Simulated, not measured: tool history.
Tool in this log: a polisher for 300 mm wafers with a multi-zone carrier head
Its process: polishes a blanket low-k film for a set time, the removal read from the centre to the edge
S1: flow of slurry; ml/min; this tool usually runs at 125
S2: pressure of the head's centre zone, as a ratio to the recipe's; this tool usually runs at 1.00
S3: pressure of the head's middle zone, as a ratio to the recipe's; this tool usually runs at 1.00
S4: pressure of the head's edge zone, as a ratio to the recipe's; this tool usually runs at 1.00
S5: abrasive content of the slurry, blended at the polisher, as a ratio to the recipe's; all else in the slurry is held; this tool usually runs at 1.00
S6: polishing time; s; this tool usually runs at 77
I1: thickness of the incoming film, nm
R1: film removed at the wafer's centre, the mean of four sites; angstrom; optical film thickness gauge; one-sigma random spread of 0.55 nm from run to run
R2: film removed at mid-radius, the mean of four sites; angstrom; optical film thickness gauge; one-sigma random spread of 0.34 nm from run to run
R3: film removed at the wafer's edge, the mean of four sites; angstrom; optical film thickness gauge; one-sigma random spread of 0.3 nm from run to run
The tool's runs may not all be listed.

{"run": 1, "day": 0.0, "S1": 125, "S2": 1.0, "S3": 1.0, "S4": 1.0, "S5": 1.0, "S6": 77, "I1": 433.6, "R1": 377, "R2": 382, "R3": 391}
{"day": 0.683, "done": "worn pad replaced by a new one"}
{"run": 2, "day": 1.596, "S1": 125, "S2": 1.0, "S3": 1.0, "S4": 1.0, "S5": 1.0, "S6": 77, "I1": 431.0, "R1": 368, "R2": 381, "R3": 383}
{"run": 3, "day": 3.842, "S1": 125, "S2": 1.0, "S3": 1.0, "S4": 1.0, "S5": 1.0, "S6": 77, "I1": 434.0, "R1": 353, "R2": 366, "R3": 381}
{"run": 4, "day": 7.008, "S1": 125, "S2": 1.0, "S3": 1.0, "S4": 1.0, "S5": 1.0, "S6": 77, "I1": 434.3, "R1": 337, "R2": 354, "R3": 368}
{"day": 8.0, "done": "slurry nozzle cleaned"}
{"run": 5, "day": 8.767, "S1": 125, "S2": 1.0, "S3": 1.0, "S4": 1.0, "S5": 1.0, "S6": 77, "I1": 426.4, "R1": 386, "R2": 389, "R3": 397}
{"day": 9.533, "done": "worn pad replaced by a new one"}
{"run": 6, "day": 13.033, "S1": 125, "S2": 1.0, "S3": 1.0, "S4": 1.0, "S5": 1.0, "S6": 77, "I1": 436.3, "R1": 359, "R2": 371, "R3": 385}
{"run": 7, "day": 15.275, "S1": 125, "S2": 1.0, "S3": 1.0, "S4": 1.0, "S5": 1.0, "S6": 77, "I1": 423.2, "R1": 345, "R2": 364, "R3": 373}
{"day": 17.142, "done": "centre zone pressure recalibrated"}
{"run": 8, "day": 18.112, "S1": 125, "S2": 1.0, "S3": 1.0, "S4": 1.0, "S5": 1.0, "S6": 77, "I1": 425.3, "R1": 330, "R2": 351, "R3": 366}
{"day": 19.525, "done": "worn pad replaced by a new one"}
{"day": 20.233, "done": "slurry nozzle cleaned"}
{"run": 9, "day": 20.412, "S1": 125, "S2": 1.0, "S3": 1.0, "S4": 1.0, "S5": 1.0, "S6": 77, "I1": 433.6, "R1": 389, "R2": 398, "R3": 395}
{"day": 23.3, "done": "edge zone pressure recalibrated"}
{"run": 10, "day": 23.733, "S1": 125, "S2": 1.0, "S3": 1.0, "S4": 1.0, "S5": 1.0, "S6": 86, "I1": 433.1, "R1": 427, "R2": 432, "R3": 429}
{"run": 11, "day": 27.254, "S1": 125, "S2": 1.0, "S3": 1.0, "S4": 1.0, "S5": 1.0, "S6": 77, "I1": 422.4, "R1": 348, "R2": 364, "R3": 377}
{"day": 27.738, "done": "worn pad replaced by a new one"}
{"day": 29.988, "done": "slurry nozzle cleaned"}
{"day": 30.842, "done": "carrier head's membrane replaced by a new one"}
{"run": 12, "day": 31.121, "S1": 125, "S2": 1.0, "S3": 1.0, "S4": 1.0, "S5": 1.0, "S6": 77, "I1": 425.7, "R1": 374, "R2": 388, "R3": 392}
{"run": 13, "day": 32.85, "S1": 145, "S2": 1.0, "S3": 1.0, "S4": 1.0, "S5": 1.0, "S6": 59, "I1": 430.0, "R1": 300, "R2": 305, "R3": 307}
{"day": 36.158, "done": "worn pad replaced by a new one"}
{"run": 14, "day": 36.296, "S1": 125, "S2": 1.1, "S3": 0.89, "S4": 1.0, "S5": 1.0, "S6": 77, "I1": 430.0, "R1": 387, "R2": 336, "R3": 383}
{"run": 15, "day": 38.096, "S1": 125, "S2": 1.0, "S3": 0.93, "S4": 1.0, "S5": 1.0, "S6": 77, "I1": 438.5, "R1": 345, "R2": 344, "R3": 375}
{"run": 16, "day": 41.496, "S1": 125, "S2": 1.0, "S3": 0.95, "S4": 1.0, "S5": 1.0, "S6": 77, "I1": 429.1, "R1": 330, "R2": 331, "R3": 360}
{"day": 41.717, "done": "slurry nozzle cleaned"}
{"day": 45.167, "done": "worn pad replaced by a new one"}
{"run": 17, "day": 45.604, "S1": 125, "S2": 1.05, "S3": 1.0, "S4": 0.95, "S5": 1.0, "S6": 77, "I1": 432.4, "R1": 387, "R2": 381, "R3": 384}
{"run": 18, "day": 47.283, "S1": 160, "S2": 1.0, "S3": 1.1, "S4": 1.0, "S5": 0.9, "S6": 77, "I1": 428.2, "R1": 366, "R2": 404, "R3": 382}

What would each run have given without the hidden state, its run-to-run variation left as it was?
Hidden state present: removal rate lost through wear of the pad, %; slurry flow missing at the pad, %; deviation of the centre zone's pressure from its setpoint, %; deviation of the edge zone's pressure from its setpoint, %.
run=1 R1=388 R2=392 R3=398
run=2 R1=387 R2=398 R3=395
run=3 R1=382 R2=392 R3=399
run=4 R1=384 R2=397 R3=398
run=5 R1=393 R2=395 R3=401
run=6 R1=384 R2=394 R3=402
run=7 R1=382 R2=398 R3=397
run=8 R1=386 R2=402 R3=401
run=9 R1=393 R2=401 R3=397
run=10 R1=446 R2=449 R3=441
run=11 R1=382 R2=394 R3=399
run=12 R1=380 R2=394 R3=396
run=13 R1=309 R2=312 R3=312
run=14 R1=417 R2=360 R3=401
run=15 R1=383 R2=377 R3=399
run=16 R1=392 R2=384 R3=398
run=17 R1=406 R2=398 R3=395
run=18 R1=386 R2=424 R3=395
